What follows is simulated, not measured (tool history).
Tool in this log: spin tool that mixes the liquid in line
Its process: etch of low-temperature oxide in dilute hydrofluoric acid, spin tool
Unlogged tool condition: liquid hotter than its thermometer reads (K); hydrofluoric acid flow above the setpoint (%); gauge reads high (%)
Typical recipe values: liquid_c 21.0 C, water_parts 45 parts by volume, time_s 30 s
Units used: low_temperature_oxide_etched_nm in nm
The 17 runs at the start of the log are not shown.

| run | hour | liquid_c | water_parts | time_s | wafers since the last listed run | hours since the thermometer was replaced | hours since the hydrofluoric acid flow meter was replaced | hours since the gauge calibration | read-back film thickness of the low-temperature oxide reference wafer, read on the same gauge (nm) | low_temperature_oxide_etched_nm |
|---|---|---|---|---|---|---|---|---|---|---|
|  | 194.2 | gauge calibrated |
| 18 | 203.5 | 18.0 | 55 | 50 | 106 | 152.7 | 581.8 | 9.3 | 109.99 | 11.93 |
| 19 | 215.6 | 21.0 | 45 | 30 | 107 | 164.8 | 593.9 | 21.4 | 109.97 | 9.99 |
| 20 | 233.3 | 25.0 | 45 | 15 | 156 | 182.5 | 611.6 | 39.1 | 110.02 | 5.90 |
| 21 | 249.1 | 21.0 | 60 | 30 | 140 | 198.3 | 627.4 | 54.9 | 109.95 | 7.41 |
|  | 256.2 | hydrofluoric acid flow meter replaced |
| 22 | 259.9 | 21.0 | 35 | 45 | 86 | 209.1 | 3.7 | 65.7 | 110.01 | 19.68 |
| 23 | 273.1 | 17.5 | 35 | 30 | 117 | 222.3 | 16.9 | 78.9 | 110.02 | 11.24 |
| 24 | 322.6 | 21.0 | 45 | 30 | 439 | 271.8 | 66.4 | 128.4 | 109.97 | 10.11 |
| 25 | 337.7 | 23.0 | 40 | 45 | 133 | 286.9 | 81.5 | 143.5 | 109.98 | 18.61 |
| 26 | 348.9 | 21.0 | 50 | 15 | 99 | 298.1 | 92.7 | 154.7 | 109.98 | 4.50 |
| 27 | 376.9 | 21.0 | 60 | 30 | 248 | 326.1 | 120.7 | 182.7 | 109.97 | 7.41 |
| 28 | 384.2 | 25.0 | 45 | 45 | 64 | 333.4 | 128.0 | 190.0 | 109.97 | 17.89 |
| 29 | 398.9 | 17.0 | 30 | 45 | 130 | 348.1 | 142.7 | 204.7 | 110.04 | 19.64 |
| 30 | 411.8 | 21.0 | 45 | 30 | 114 | 361.0 | 155.6 | 217.6 | 110.03 | 10.08 |
| 31 | 460.4 | 23.5 | 30 | 20 | 431 | 409.6 | 204.2 | 266.2 | 110.01 | 11.45 |
| 32 | 471.0 | 17.0 | 45 | 30 | 94 | 420.2 | 214.8 | 276.8 | 110.03 | 8.58 |

Alternative continuations, all from the tool just after run 32; predict every row:
| A | 471.4 | 21.0 | 45 | 30 | 3 | 420.6 | 215.2 | 277.2 | ? | ? |
| B | 471.4 | 21.0 | 40 | 20 | 3 | 420.6 | 215.2 | 277.2 | ? | ? |
| C | 471.4 | 18.5 | 60 | 50 | 3 | 420.6 | 215.2 | 277.2 | ? | ? |
| D | 471.4 | 25.0 | 60 | 15 | 3 | 420.6 | 215.2 | 277.2 | ? | ? |
| E | 471.4 | 21.0 | 65 | 15 | 3 | 420.6 | 215.2 | 277.2 | ? | ? |

| run | read-back film thickness of the low-temperature oxide reference wafer, read on the same gauge (nm) | low_temperature_oxide_etched_nm |
|---|---|---|
| A | 110.05 | 10.22 |
| B | 110.05 | 7.71 |
| C | 110.05 | 11.29 |
| D | 110.05 | 4.43 |
| E | 110.05 | 3.45 |
With no hidden state in the tool, these same runs would have given:
| run | low_temperature_oxide_etched_nm |
|---|---|
| A | 9.98 |
| B | 7.53 |
| C | 11.02 |
| D | 4.33 |
| E | 3.37 |
